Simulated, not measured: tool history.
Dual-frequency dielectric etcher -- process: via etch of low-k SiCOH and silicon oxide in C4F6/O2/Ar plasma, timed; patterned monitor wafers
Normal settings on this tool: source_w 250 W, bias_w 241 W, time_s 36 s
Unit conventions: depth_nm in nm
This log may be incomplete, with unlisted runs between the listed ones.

run,hour,source_w,bias_w,time_s,"read-back reference wafer on the same gauge, depth_nm",depth_nm
1,0,290,241,36,97,98.4
# hour 36: wet clean of the chamber
2,42.3,290,263,36,97.1,100.3
3,80.8,290,263,36,96.7,99.7
4,135.9,290,263,36,96.6,99.4
5,179.3,220,241,36,96.4,82.1
6,272.8,250,241,36,95.9,88.4
# hour 350.3: wet clean of the chamber
# hour 353.8: source power generator calibrated
7,354.3,250,241,36,95.6,88.1
8,372.2,250,241,39,95.7,95.9
# hour 418.1: gauge calibrated
9,429,280,189,44,98,111.4
# hour 480.2: bias power generator calibrated
10,521.3,250,241,39,97.5,98
11,579.2,250,262,36,97.4,92.3
# hour 630.2: upper electrode replaced
12,665.3,200,300,40,97,91.8
13,729.7,200,273,27,96.8,59.9
# hour 757.3: wet clean of the chamber
14,786.5,250,211,30.5,96.5,72.9
15,869.2,250,241,36,96.2,89.2
16,931.9,250,241,29.5,96.2,72.8
17,986.1,230,241,32.5,95.6,76.1

What if the next run were any one of these 4? Each begins from the tool's condition after run 17:
A,986.5,250,295,36,?,?
B,986.5,250,297,27,?,?
C,986.5,210,241,36,?,?
D,986.5,270,265,36,?,?

run,"read-back reference wafer on the same gauge, depth_nm",depth_nm
A,95.9,93.6
B,95.9,70.3
C,95.9,79.2
D,95.9,95.1
The same runs, with their run-to-run variation unchanged, on a tool lacking any hidden condition would have given:
run,depth_nm
A,95.6
B,71.9
C,80.9
D,97.1

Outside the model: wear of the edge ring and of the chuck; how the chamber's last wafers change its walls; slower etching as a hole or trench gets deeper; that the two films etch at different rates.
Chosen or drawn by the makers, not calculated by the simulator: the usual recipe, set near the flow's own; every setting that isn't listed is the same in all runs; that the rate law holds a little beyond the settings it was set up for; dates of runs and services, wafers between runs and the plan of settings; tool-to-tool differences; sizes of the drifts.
